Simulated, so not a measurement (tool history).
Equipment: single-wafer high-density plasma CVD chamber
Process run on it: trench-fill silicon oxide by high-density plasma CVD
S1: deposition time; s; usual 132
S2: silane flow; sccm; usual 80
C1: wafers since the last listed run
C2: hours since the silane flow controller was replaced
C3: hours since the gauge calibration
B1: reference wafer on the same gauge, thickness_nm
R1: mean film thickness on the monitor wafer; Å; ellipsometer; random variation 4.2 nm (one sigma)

Run 1, day 0.000: usual settings; C1 0; C2 1455.7; C3 558.0; B1 893.868. Result: R1 9320.76 Å.
Run 2, day 1.292: usual settings; C1 319; C2 1486.7; C3 589.0; B1 893.664. Result: R1 9235.49 Å.
At day 1.329: gauge calibrated.
Run 3, day 2.708: usual settings but S2 73 sccm; C1 350; C2 1520.7; C3 33.1; B1 892.477. Result: R1 8755.25 Å.
Run 4, day 4.804: usual settings but S2 73 sccm; C1 518; C2 1571.0; C3 83.4; B1 893.717. Result: R1 8733.64 Å.
At day 12.775: silane flow controller replaced.
Run 5, day 13.346: usual settings but S2 76 sccm; C1 2030; C2 13.7; C3 288.4; B1 892.975. Result: R1 9293.73 Å.
Run 6, day 14.608: usual settings but S2 76 sccm; C1 312; C2 44.0; C3 318.7; B1 892.855. Result: R1 9269.51 Å.
Run 7, day 16.088: usual settings but S2 76 sccm; C1 365; C2 79.5; C3 354.2; B1 893.962. Result: R1 9310.89 Å.
Run 8, day 17.400: usual settings; C1 324; C2 111.0; C3 385.7; B1 892.526. Result: R1 9607.26 Å.
Run 9, day 18.633: usual settings; C1 305; C2 140.6; C3 415.3; B1 894.055. Result: R1 9593.31 Å.
Run 10, day 19.671: usual settings but S1 116 s, S2 72 sccm; C1 256; C2 165.5; C3 440.2; B1 890.666. Result: R1 7901.31 Å.
Run 11, day 21.354: usual settings but S2 76 sccm; C1 416; C2 205.9; C3 480.6; B1 894.609. Result: R1 9306.67 Å.
At day 22.325: gauge calibrated.
Run 12, day 22.983: usual settings; C1 402; C2 245.0; C3 15.8; B1 894.850. Result: R1 9548.77 Å.
Run 13, day 25.346: usual settings but S1 154 s, S2 95 sccm; C1 584; C2 301.7; C3 72.5; B1 894.088. Result: R1 12508.94 Å.
Run 14, day 27.633: usual settings but S2 89 sccm; C1 565; C2 356.6; C3 127.4; B1 892.031. Result: R1 10212.19 Å.
Run 15, day 30.358: usual settings but S1 115 s, S2 94 sccm; C1 674; C2 422.0; C3 192.8; B1 891.748. Result: R1 9323.70 Å.
Run 16, day 32.546: usual settings but S1 156 s, S2 95 sccm; C1 541; C2 474.5; C3 245.3; B1 893.829. Result: R1 12610.76 Å.
Run 17, day 35.079: usual settings but S2 75 sccm; C1 626; C2 535.3; C3 306.1; B1 893.138. Result: R1 9217.09 Å.
Run 18, day 37.646: usual settings but S1 116 s, S2 72 sccm; C1 634; C2 596.9; C3 367.7; B1 893.133. Result: R1 7897.46 Å.
Run 19, day 40.354: usual settings but S1 155 s, S2 86 sccm; C1 669; C2 661.9; C3 432.7; B1 892.778. Result: R1 11830.61 Å.

Run by run, hidden condition taken away, random variation retained:
Unlogged tool condition in this case: delivered silane flow above the setpoint (%); gauge reads high (%).
run        R1
  1   9546.79
  2   9471.32
  3   8991.47
  4   8988.53
  5   9230.11
  6   9206.27
  7   9247.91
  8   9543.04
  9   9530.12
 10   7850.06
 11   9248.15
 12   9490.97
 13  12438.36
 14  10159.46
 15   9281.86
 16  12562.07
 17   9189.04
 18   7880.78
 19  11818.56
